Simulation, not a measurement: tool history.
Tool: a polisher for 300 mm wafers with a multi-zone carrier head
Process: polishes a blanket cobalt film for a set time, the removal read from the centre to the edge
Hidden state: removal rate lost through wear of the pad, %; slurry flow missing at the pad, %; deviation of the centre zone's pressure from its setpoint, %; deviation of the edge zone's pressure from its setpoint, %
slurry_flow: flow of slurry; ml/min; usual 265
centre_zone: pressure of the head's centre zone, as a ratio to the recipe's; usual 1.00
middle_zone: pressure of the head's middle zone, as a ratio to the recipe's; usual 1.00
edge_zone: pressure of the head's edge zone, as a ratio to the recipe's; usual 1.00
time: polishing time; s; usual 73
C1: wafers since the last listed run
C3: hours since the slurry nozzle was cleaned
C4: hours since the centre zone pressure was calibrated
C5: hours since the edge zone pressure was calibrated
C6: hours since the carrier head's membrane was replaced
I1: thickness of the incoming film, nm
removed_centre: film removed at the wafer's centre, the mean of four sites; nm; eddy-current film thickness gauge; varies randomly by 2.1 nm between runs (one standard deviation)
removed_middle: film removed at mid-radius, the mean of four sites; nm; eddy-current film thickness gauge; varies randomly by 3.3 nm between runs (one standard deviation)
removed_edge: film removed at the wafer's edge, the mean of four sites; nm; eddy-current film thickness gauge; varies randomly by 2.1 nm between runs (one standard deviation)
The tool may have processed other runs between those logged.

Run 1, hour 0.0: usual settings but middle_zone 1.07, time 81 s; C1 0; wafers polished on this pad 311; C3 443.7; C4 528.0; C5 6.1; C6 113.9; I1 1102.3. Result: removed_centre 288.9 nm, removed_middle 301.8 nm, removed_edge 289.0 nm.
Run 2, hour 15.0: usual settings but slurry_flow 225 ml/min; C1 141; wafers polished on this pad 453; C3 458.7; C4 543.0; C5 21.1; C6 128.9; I1 1110.6. Result: removed_centre 255.2 nm, removed_middle 254.4 nm, removed_edge 259.3 nm.
Run 3, hour 29.1: usual settings but middle_zone 1.04, edge_zone 1.06, time 86 s; C1 132; wafers polished on this pad 585; C3 472.8; C4 557.1; C5 35.2; C6 143.0; I1 1089.3. Result: removed_centre 302.5 nm, removed_middle 307.6 nm, removed_edge 317.7 nm.
Run 4, hour 40.2: usual settings but time 82 s; C1 104; wafers polished on this pad 690; C3 483.9; C4 568.2; C5 46.3; C6 154.1; I1 1103.2. Result: removed_centre 282.9 nm, removed_middle 289.8 nm, removed_edge 298.7 nm.
Run 5, hour 58.1: usual settings but middle_zone 0.90, edge_zone 1.04; C1 168; wafers polished on this pad 858; C3 501.8; C4 586.1; C5 64.2; C6 172.0; I1 1097.9. Result: removed_centre 259.5 nm, removed_middle 234.4 nm, removed_edge 265.2 nm.
Run 6, hour 74.4: usual settings but slurry_flow 190 ml/min, centre_zone 1.04, middle_zone 1.12; C1 153; wafers polished on this pad 1012; C3 518.1; C4 602.4; C5 80.5; C6 188.3; I1 1099.4. Result: removed_centre 253.9 nm, removed_middle 275.5 nm, removed_edge 256.8 nm.
At hour 79.9: centre zone pressure recalibrated.
At hour 104.6: worn pad replaced by a new one.
Run 7, hour 108.0: usual settings but time 90 s; C1 259; wafers polished on this pad 32; C3 551.7; C4 28.1; C5 114.1; C6 221.9; I1 1092.8. Result: removed_centre 314.3 nm, removed_middle 318.0 nm, removed_edge 329.4 nm.
At hour 121.9: slurry nozzle cleaned.
Run 8, hour 122.4: usual settings but middle_zone 0.92; C1 126; wafers polished on this pad 158; C3 0.5; C4 42.5; C5 128.5; C6 236.3; I1 1100.9. Result: removed_centre 259.3 nm, removed_middle 248.2 nm, removed_edge 270.9 nm.
Run 9, hour 133.7: usual settings but edge_zone 1.12; C1 106; wafers polished on this pad 264; C3 11.8; C4 53.8; C5 139.8; C6 247.6; I1 1113.3. Result: removed_centre 262.4 nm, removed_middle 265.6 nm, removed_edge 280.6 nm.
Run 10, hour 141.6: usual settings but slurry_flow 195 ml/min, edge_zone 0.95; C1 74; wafers polished on this pad 339; C3 19.7; C4 61.7; C5 147.7; C6 255.5; I1 1103.7. Result: removed_centre 256.9 nm, removed_middle 263.3 nm, removed_edge 257.8 nm.
Run 11, hour 149.8: usual settings; C1 77; wafers polished on this pad 416; C3 27.9; C4 69.9; C5 155.9; C6 263.7; I1 1096.8. Result: removed_centre 265.8 nm, removed_middle 266.0 nm, removed_edge 267.8 nm.
Run 12, hour 162.3: usual settings but middle_zone 1.04; C1 117; wafers polished on this pad 534; C3 40.4; C4 82.4; C5 168.4; C6 276.2; I1 1104.2. Result: removed_centre 260.5 nm, removed_middle 270.5 nm, removed_edge 265.4 nm.
Run 13, hour 175.4: usual settings; C1 123; wafers polished on this pad 657; C3 53.5; C4 95.5; C5 181.5; C6 289.3; I1 1099.1. Result: removed_centre 261.6 nm, removed_middle 263.9 nm, removed_edge 267.8 nm.
Run 14, hour 183.7: usual settings; C1 78; wafers polished on this pad 735; C3 61.8; C4 103.8; C5 189.8; C6 297.6; I1 1093.4. Result: removed_centre 261.3 nm, removed_middle 263.1 nm, removed_edge 263.8 nm.
Run 15, hour 190.2: usual settings but slurry_flow 235 ml/min, edge_zone 1.04; C1 61; wafers polished on this pad 796; C3 68.3; C4 110.3; C5 196.3; C6 304.1; I1 1120.0. Result: removed_centre 258.7 nm, removed_middle 259.6 nm, removed_edge 268.8 nm.
Run 16, hour 221.6: usual settings but slurry_flow 350 ml/min, middle_zone 0.96, time 49 s; C1 295; wafers polished on this pad 1092; C3 99.7; C4 141.7; C5 227.7; C6 335.5; I1 1109.3. Result: removed_centre 176.2 nm, removed_middle 173.8 nm, removed_edge 181.6 nm.
Run 17, hour 236.6: usual settings but slurry_flow 195 ml/min, centre_zone 0.90, edge_zone 0.93; C1 141; wafers polished on this pad 1233; C3 114.7; C4 156.7; C5 242.7; C6 350.5; I1 1113.4. Result: removed_centre 228.7 nm, removed_middle 255.3 nm, removed_edge 255.2 nm.
At hour 241.6: worn pad replaced by a new one.
Run 18, hour 244.5: usual settings; C1 36; wafers polished on this pad 26; C3 122.6; C4 164.6; C5 250.6; C6 358.4; I1 1076.1. Result: removed_centre 261.8 nm, removed_middle 257.8 nm, removed_edge 264.3 nm.
Run 19, hour 251.5: usual settings but edge_zone 0.92; C1 65; wafers polished on this pad 92; C3 129.6; C4 171.6; C5 257.6; C6 365.4; I1 1094.2. Result: removed_centre 260.1 nm, removed_middle 259.5 nm, removed_edge 254.0 nm.
Run 20, hour 266.3: usual settings; C1 139; wafers polished on this pad 232; C3 144.4; C4 186.4; C5 272.4; C6 380.2; I1 1104.9. Result: removed_centre 257.3 nm, removed_middle 259.7 nm, removed_edge 265.1 nm.
Run 21, hour 273.7: usual settings but middle_zone 0.95; C1 69; wafers polished on this pad 301; C3 151.8; C4 193.8; C5 279.8; C6 387.6; I1 1085.2. Result: removed_centre 256.9 nm, removed_middle 253.3 nm, removed_edge 266.2 nm.

Hidden state, per run?
removal rate lost through wear of the pad, %: 0, the same for each run
deviation of the centre zone's pressure from its setpoint, %: 0, the same for each run
deviation of the edge zone's pressure from its setpoint, %: 0, the same for each run
H1: slurry flow missing at the pad, %
run    H1
  1  39.5
  2  39.8
  3    40
  4  40.2
  5  40.4
  6  40.7
  7    41
  8  2.24
  9  4.89
 10  6.64
 11  8.38
 12  10.9
 13  13.3
 14  14.7
 15  15.8
 16  20.5
 17  22.5
 18  23.5
 19  24.3
 20  25.9
 21  26.7
